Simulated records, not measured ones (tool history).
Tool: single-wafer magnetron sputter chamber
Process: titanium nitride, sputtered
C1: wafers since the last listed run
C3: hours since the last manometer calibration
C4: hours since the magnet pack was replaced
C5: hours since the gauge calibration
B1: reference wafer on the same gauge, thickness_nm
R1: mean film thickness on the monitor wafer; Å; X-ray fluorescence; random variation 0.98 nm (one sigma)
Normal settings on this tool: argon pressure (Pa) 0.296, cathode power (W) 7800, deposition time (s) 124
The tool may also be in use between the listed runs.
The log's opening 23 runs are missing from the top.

Run 24, hour 1735.1: usual settings but argon pressure (Pa) 0.231, cathode power (W) 6700, deposition time (s) 133; C1 1398; wafers on the sputter target 5925; C3 576.6; C4 1926.3; C5 1167.2; B1 191.258. Result: R1 1739.34 Å.
Run 25, hour 1782.9: usual settings but cathode power (W) 8850, deposition time (s) 111; C1 852; wafers on the sputter target 6778; C3 624.4; C4 1974.1; C5 1215.0; B1 190.439. Result: R1 1688.72 Å.
Run 26, hour 1870.7: usual settings but cathode power (W) 9700; C1 1565; wafers on the sputter target 8344; C3 712.2; C4 2061.9; C5 1302.8; B1 191.070. Result: R1 2011.00 Å.
Run 27, hour 1919.3: usual settings; C1 866; wafers on the sputter target 9210; C3 760.8; C4 2110.5; C5 1351.4; B1 190.978. Result: R1 1717.75 Å.
Run 28, hour 1987.1: usual settings; C1 1209; wafers on the sputter target 10420; C3 828.6; C4 2178.3; C5 1419.2; B1 191.062. Result: R1 1737.04 Å.
Run 29, hour 2045.9: usual settings but cathode power (W) 6850, deposition time (s) 109; C1 1048; wafers on the sputter target 11468; C3 887.4; C4 2237.1; C5 1478.0; B1 190.934. Result: R1 1375.33 Å.
At hour 2148.1: sputter target and shields replaced.
Run 30, hour 2148.5: usual settings but cathode power (W) 6050, deposition time (s) 100; C1 1687; wafers on the sputter target 7; C3 990.0; C4 2339.7; C5 1580.6; B1 191.618. Result: R1 1171.58 Å.
At hour 2164.5: capacitance manometer re-zeroed and calibrated.
Run 31, hour 2233.3: usual settings; C1 1369; wafers on the sputter target 1376; C3 68.8; C4 2424.5; C5 1665.4; B1 191.132. Result: R1 1723.20 Å.
Run 32, hour 2288.2: usual settings but argon pressure (Pa) 0.403, deposition time (s) 116; C1 979; wafers on the sputter target 2356; C3 123.7; C4 2479.4; C5 1720.3; B1 190.510. Result: R1 1541.58 Å.
Run 33, hour 2334.5: usual settings; C1 825; wafers on the sputter target 3181; C3 170.0; C4 2525.7; C5 1766.6; B1 191.071. Result: R1 1727.84 Å.

Alternative continuations, all from the tool just after run 33; predict every row:
Run A, hour 2334.9: usual settings; C1 7; wafers on the sputter target 3188; C3 170.4; C4 2526.1; C5 1767.0; B1 ?. Result: R1 ?.
Run B, hour 2334.9: usual settings but cathode power (W) 6500; C1 7; wafers on the sputter target 3188; C3 170.4; C4 2526.1; C5 1767.0; B1 ?. Result: R1 ?.
Run C, hour 2334.9: usual settings but cathode power (W) 8800, deposition time (s) 108; C1 7; wafers on the sputter target 3188; C3 170.4; C4 2526.1; C5 1767.0; B1 ?. Result: R1 ?.
Run D, hour 2334.9: usual settings but argon pressure (Pa) 0.375, cathode power (W) 9050, deposition time (s) 144; C1 7; wafers on the sputter target 3188; C3 170.4; C4 2526.1; C5 1767.0; B1 ?. Result: R1 ?.
Run E, hour 2334.9: usual settings but deposition time (s) 116; C1 7; wafers on the sputter target 3188; C3 170.4; C4 2526.1; C5 1767.0; B1 ?. Result: R1 ?.

run       B1       R1
  A  191.072  1736.48
  B  191.072  1534.15
  C  191.072  1647.97
  D  191.072  2159.25
  E  191.072  1624.45
What these runs would have given with no unlogged condition in the tool:
run       R1
  A  1752.56
  B  1548.35
  C  1663.23
  D  2185.31
  E  1639.49
